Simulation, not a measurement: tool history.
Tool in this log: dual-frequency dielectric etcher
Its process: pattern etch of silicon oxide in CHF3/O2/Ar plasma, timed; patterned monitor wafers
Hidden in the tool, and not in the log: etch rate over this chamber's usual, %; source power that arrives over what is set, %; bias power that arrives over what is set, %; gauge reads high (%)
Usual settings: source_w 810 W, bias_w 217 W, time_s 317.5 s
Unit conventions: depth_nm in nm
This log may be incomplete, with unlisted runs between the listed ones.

run,day,source_w,bias_w,time_s,wafers since the last listed run,hours since the last wet clean,hours since the last source power generator calibration,hours since the last bias power generator calibration,hours since the last upper electrode change,hours since the gauge calibration,"read-back reference wafer on the same gauge, depth_nm",depth_nm
1,0,810,217,317.5,0,14.7,1165.5,3623.4,1753.9,2345.9,676.9,771.3
2,1.396,810,217,317.5,186,48.2,1199,3656.9,1787.4,2379.4,676,771.7
3,3.117,930,230,317.5,229,89.5,1240.3,3698.2,1828.7,2420.7,677,855.9
# day 3.646: bias power generator calibrated
4,4.296,930,230,317.5,135,117.8,1268.6,15.6,1857,2449,677,849.5
5,5.358,810,217,317.5,141,143.3,1294.1,41.1,1882.5,2474.5,676.5,769.5
6,7.029,810,217,317.5,223,183.4,1334.2,81.2,1922.6,2514.6,677.4,773.7
# day 7.812: source power generator calibrated
7,9.508,810,217,317.5,308,242.9,40.7,140.7,1982.1,2574.1,676.4,761.3
8,12.029,810,217,317.5,336,303.4,101.2,201.2,2042.6,2634.6,677.1,763.7
9,13.554,810,217,317.5,203,340,137.8,237.8,2079.2,2671.2,676.8,766.1
10,16.538,810,268,317.5,398,411.6,209.4,309.4,2150.8,2742.8,676.5,809.1
11,18.15,810,217,317.5,215,450.3,248.1,348.1,2189.5,2781.5,677.2,761.6
# day 18.171: gauge calibrated
12,19.638,810,217,317.5,198,486,283.8,383.8,2225.2,35.2,677.1,763.7
# day 21.567: wet clean of the chamber
13,21.954,890,256,317.5,175,9.3,339.4,439.4,2280.8,90.8,678.2,843
14,24.521,610,217,317.5,342,70.9,401,501,2342.4,152.4,677.7,632.2
15,26.908,750,194,261.5,318,128.2,458.3,558.3,2399.7,209.7,676.1,582.7
16,28.846,680,267,233,258,174.7,504.8,604.8,2446.2,256.2,676.7,535.2
17,31.183,810,217,317.5,312,230.8,560.9,660.9,2502.3,312.3,677,768.6
18,32.979,810,217,317.5,239,273.9,604,704,2545.4,355.4,677.2,765.5
19,34.554,890,256,317.5,210,311.7,641.8,741.8,2583.2,393.2,678.6,846.7
20,36.558,880,232,317.5,267,359.8,689.9,789.9,2631.3,441.3,676.9,820.2
# day 40.921: upper electrode replaced
21,42.608,670,217,317.5,674,505,835.1,935.1,40.5,586.5,676,679.9
# day 44.567: wet clean of the chamber
22,44.592,660,241,284,131,0.6,882.7,982.7,88.1,634.1,677.2,625.3
23,46.729,810,217,317.5,285,51.9,934,1034,139.4,685.4,676.7,771.9
24,48.696,610,234,317.5,262,99.1,981.2,1081.2,186.6,732.6,676.8,653.9
25,51.442,810,217,277,366,165,1047.1,1147.1,252.5,798.5,676.7,675.9
26,54.271,660,190,232.5,377,232.9,1115,1215,320.4,866.4,677.1,480
27,55.708,810,217,317.5,191,267.4,1149.5,1249.5,354.9,900.9,676.7,778.3
28,57.321,810,246,317.5,215,306.1,1188.2,1288.2,393.6,939.6,678,805.9
29,58.633,810,217,317.5,175,337.6,1219.7,1319.7,425.1,971.1,677.5,778.7
30,61.317,810,269,317.5,358,402,1284.1,1384.1,489.5,1035.5,676.4,825.6

Take each entry between the runs: how does the hidden state at the last listed run before it differ from the hidden state at the first listed run after it?
Run 3 -> run 4: bias power generator calibrated (day 3.646)
  source power that arrives over what is set, %: 2.5 -> 2.65
  what was measured, less what the result would be without the hidden state, depth_nm: +12.7 -> +13.3 nm
Run 6 -> run 7: source power generator calibrated (day 7.812)
  source power that arrives over what is set, %: 3.02 -> 0.366
  what was measured, less what the result would be without the hidden state, depth_nm: +13.8 -> +1.7 nm
Run 11 -> run 12: gauge calibrated (day 18.171)
  source power that arrives over what is set, %: 0.494 -> 0.535
  what was measured, less what the result would be without the hidden state, depth_nm: +2.3 -> +2.5 nm
Run 12 -> run 13: wet clean of the chamber (day 21.567)
  source power that arrives over what is set, %: 0.535 -> 0.609
  what was measured, less what the result would be without the hidden state, depth_nm: +2.5 -> +3.1 nm
Run 20 -> run 21: upper electrode replaced (day 40.921)
  source power that arrives over what is set, %: 1.38 -> 1.86
  what was measured, less what the result would be without the hidden state, depth_nm: +6.8 -> +7.5 nm
Run 21 -> run 22: wet clean of the chamber (day 44.567)
  source power that arrives over what is set, %: 1.86 -> 2.03
  what was measured, less what the result would be without the hidden state, depth_nm: +7.5 -> +7.5 nm
